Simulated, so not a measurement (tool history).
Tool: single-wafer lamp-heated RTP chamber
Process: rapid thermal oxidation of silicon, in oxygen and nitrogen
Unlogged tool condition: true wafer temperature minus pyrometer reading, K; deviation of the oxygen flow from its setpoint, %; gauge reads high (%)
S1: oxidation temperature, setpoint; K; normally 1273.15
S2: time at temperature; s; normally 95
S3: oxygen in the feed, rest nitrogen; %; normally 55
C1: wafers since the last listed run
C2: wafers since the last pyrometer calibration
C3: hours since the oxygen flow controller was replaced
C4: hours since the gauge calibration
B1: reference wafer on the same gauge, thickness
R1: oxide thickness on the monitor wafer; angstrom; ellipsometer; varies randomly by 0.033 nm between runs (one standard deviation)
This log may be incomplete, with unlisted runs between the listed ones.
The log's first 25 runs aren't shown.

run	hour	S1	S2	S3	C1	C2	C3	C4	B1	R1
26	349.3	1257.15	51	82	163	3248	194.5	158	5.328	49.04
27	355.6	1302.15	114	79	100	3349	200.8	164.3	5.331	95.75
# hour 365.3: pyrometer window cleaned and pyrometer calibrated
28	372.6	1273.15	95	55	144	117	217.8	181.3	5.334	63.19
29	385.5	1273.15	95	55	206	324	230.7	194.2	5.326	63.22
30	394.5	1285.15	95	55	144	468	239.7	203.2	5.333	68.13
31	418.2	1273.15	135	63	379	848	263.4	226.9	5.324	77.09
32	426.6	1273.15	95	45	134	982	271.8	235.3	5.335	58.78
33	439.5	1273.15	130	71	206	1189	284.7	248.2	5.33	79
34	455.4	1273.15	95	55	254	1444	300.6	264.1	5.333	63.31
35	469.1	1273.15	95	55	219	1663	314.3	277.8	5.334	62.55
36	483.3	1273.15	95	55	227	1891	328.5	292	5.333	62.55
37	500.3	1283.15	95	55	272	2163	345.5	309	5.334	67.85

Below are 5 alternative next runs, each starting from the tool's condition after run 37. Predict each:
A	500.7	1273.15	95	55	6	2169	345.9	309.4	?	?
B	500.7	1284.15	141	79	6	2169	345.9	309.4	?	?
C	500.7	1273.15	54	64	6	2169	345.9	309.4	?	?
D	500.7	1273.15	95	27	6	2169	345.9	309.4	?	?
E	500.7	1247.15	71	43	6	2169	345.9	309.4	?	?

run	B1	R1
A	5.328	62.56
B	5.328	92.16
C	5.328	51.57
D	5.328	49.3
E	5.328	42.55
The same runs, with their run-to-run variation unchanged, on a tool lacking any hidden condition would have given:
run	R1
A	62.56
B	92.16
C	51.57
D	49.3
E	42.55

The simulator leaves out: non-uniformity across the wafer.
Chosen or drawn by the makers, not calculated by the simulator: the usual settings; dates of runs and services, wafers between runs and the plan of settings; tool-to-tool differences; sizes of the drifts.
